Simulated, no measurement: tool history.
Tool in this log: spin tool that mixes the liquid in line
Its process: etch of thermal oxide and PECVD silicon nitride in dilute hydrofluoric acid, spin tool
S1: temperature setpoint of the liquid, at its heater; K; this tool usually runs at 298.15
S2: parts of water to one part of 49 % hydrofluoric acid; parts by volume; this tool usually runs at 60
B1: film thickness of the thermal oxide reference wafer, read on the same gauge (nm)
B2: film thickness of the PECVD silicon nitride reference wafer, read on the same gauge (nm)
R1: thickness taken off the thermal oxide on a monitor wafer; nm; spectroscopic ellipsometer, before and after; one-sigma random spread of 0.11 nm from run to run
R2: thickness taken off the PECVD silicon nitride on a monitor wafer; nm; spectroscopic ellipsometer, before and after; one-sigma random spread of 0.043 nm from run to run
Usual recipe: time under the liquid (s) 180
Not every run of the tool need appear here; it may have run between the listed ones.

Run 1, day 0: usual settings; B1 59.97; B2 100.01. Result: R1 15.57 nm, R2 4.98 nm.
Run 2, day 0.725: usual settings; B1 60; B2 99.98. Result: R1 15.69 nm, R2 4.99 nm.
Run 3, day 1.017: usual settings; B1 59.97; B2 100. Result: R1 15.55 nm, R2 4.95 nm.
Run 4, day 1.292: usual settings; B1 59.95; B2 100.01. Result: R1 15.54 nm, R2 5.03 nm.
Run 5, day 1.625: usual settings; B1 60.06; B2 100. Result: R1 15.69 nm, R2 4.95 nm.
Run 6, day 2.067: usual settings; B1 59.94; B2 100.03. Result: R1 15.63 nm, R2 4.99 nm.
At day 2.133: thermometer replaced.
Run 7, day 2.767: usual settings; B1 60.03; B2 100. Result: R1 15.53 nm, R2 4.97 nm.
Run 8, day 3.025: usual settings but S1 302.65 K; B1 60.02; B2 100.03. Result: R1 18.7 nm, R2 6.56 nm.
At day 3.221: gauge calibrated.
Run 9, day 3.325: usual settings but S1 300.15 K, time under the liquid (s) 290; B1 59.99; B2 99.99. Result: R1 27.21 nm, R2 9.01 nm.
Run 10, day 3.817: usual settings; B1 59.98; B2 99.99. Result: R1 15.51 nm, R2 4.91 nm.
At day 4.388: hydrofluoric acid flow meter replaced.
Run 11, day 4.408: usual settings but S1 301.65 K, S2 40 parts by volume, time under the liquid (s) 285; B1 60; B2 100.02. Result: R1 51.07 nm, R2 16.82 nm.
Run 12, day 4.783: usual settings but S1 299.65 K, S2 45 parts by volume, time under the liquid (s) 235; B1 59.96; B2 99.96. Result: R1 33.9 nm, R2 10.95 nm.
Run 13, day 5.25: usual settings; B1 60.01; B2 100.01. Result: R1 18.08 nm, R2 5.59 nm.
Run 14, day 5.996: usual settings but S1 301.65 K, S2 40 parts by volume, time under the liquid (s) 285; B1 59.95; B2 100.01. Result: R1 50.51 nm, R2 17.02 nm.
Run 15, day 6.388: usual settings but time under the liquid (s) 130; B1 60.03; B2 99.98. Result: R1 13.11 nm, R2 4.09 nm.
Run 16, day 7.567: usual settings but S1 301.15 K; B1 60.06; B2 100.01. Result: R1 20.2 nm, R2 6.99 nm.
Run 17, day 8.212: usual settings but time under the liquid (s) 140; B1 59.96; B2 100. Result: R1 13.95 nm, R2 4.45 nm.
Run 18, day 8.846: usual settings but S1 302.15 K, time under the liquid (s) 280; B1 59.98; B2 99.98. Result: R1 32.59 nm, R2 11.47 nm.
Run 19, day 9.446: usual settings but S1 295.65 K, S2 35 parts by volume, time under the liquid (s) 105; B1 59.94; B2 99.99. Result: R1 16.66 nm, R2 4.72 nm.
Run 20, day 10.004: usual settings but time under the liquid (s) 240; B1 60.02; B2 100.02. Result: R1 23.76 nm, R2 7.56 nm.
Run 21, day 10.308: usual settings; B1 59.99; B2 100.02. Result: R1 17.78 nm, R2 5.69 nm.
Run 22, day 10.979: usual settings but S1 301.15 K, S2 50 parts by volume; B1 59.99; B2 100.02. Result: R1 24.53 nm, R2 8.29 nm.
Run 23, day 11.538: usual settings but S2 35 parts by volume; B1 60; B2 99.97. Result: R1 31.73 nm, R2 9.46 nm.
Run 24, day 11.983: usual settings but S1 301.15 K, time under the liquid (s) 265; B1 60.05; B2 100. Result: R1 29.74 nm, R2 10.02 nm.
Run 25, day 12.367: usual settings but S1 301.15 K, time under the liquid (s) 75; B1 59.99; B2 99.98. Result: R1 8.33 nm, R2 2.89 nm.

Consider 5 possible next runs. They are alternatives, not a sequence: every one starts from the tool as it was left by run 25. What does each give?
Run A, day 12.388: usual settings; B1 ?; B2 ?. Result: R1 ?, R2 ?.
Run B, day 12.388: usual settings but S1 300.15 K, S2 40 parts by volume, time under the liquid (s) 80; B1 ?; B2 ?. Result: R1 ?, R2 ?.
Run C, day 12.388: usual settings but S1 295.15 K, S2 70 parts by volume, time under the liquid (s) 220; B1 ?; B2 ?. Result: R1 ?, R2 ?.
Run D, day 12.388: usual settings but S1 293.15 K, S2 35 parts by volume, time under the liquid (s) 145; B1 ?; B2 ?. Result: R1 ?, R2 ?.
Run E, day 12.388: usual settings but S1 293.15 K, S2 50 parts by volume, time under the liquid (s) 105; B1 ?; B2 ?. Result: R1 ?, R2 ?.

run  B1     B2     R1    R2
  A  60  99.99   17.7  5.57
  B  60  99.99  13.16  4.21
  C  60  99.99  16.19  4.78
  D  60  99.99   20.5  5.39
  E  60  99.99   10.2  2.76
Take away the tool's hidden state, keep each run's random variation, and the runs would have read:
run     R1    R2
  A  17.94  5.64
  B  13.34  4.26
  C  16.42  4.84
  D  20.76  5.46
  E  10.34   2.8
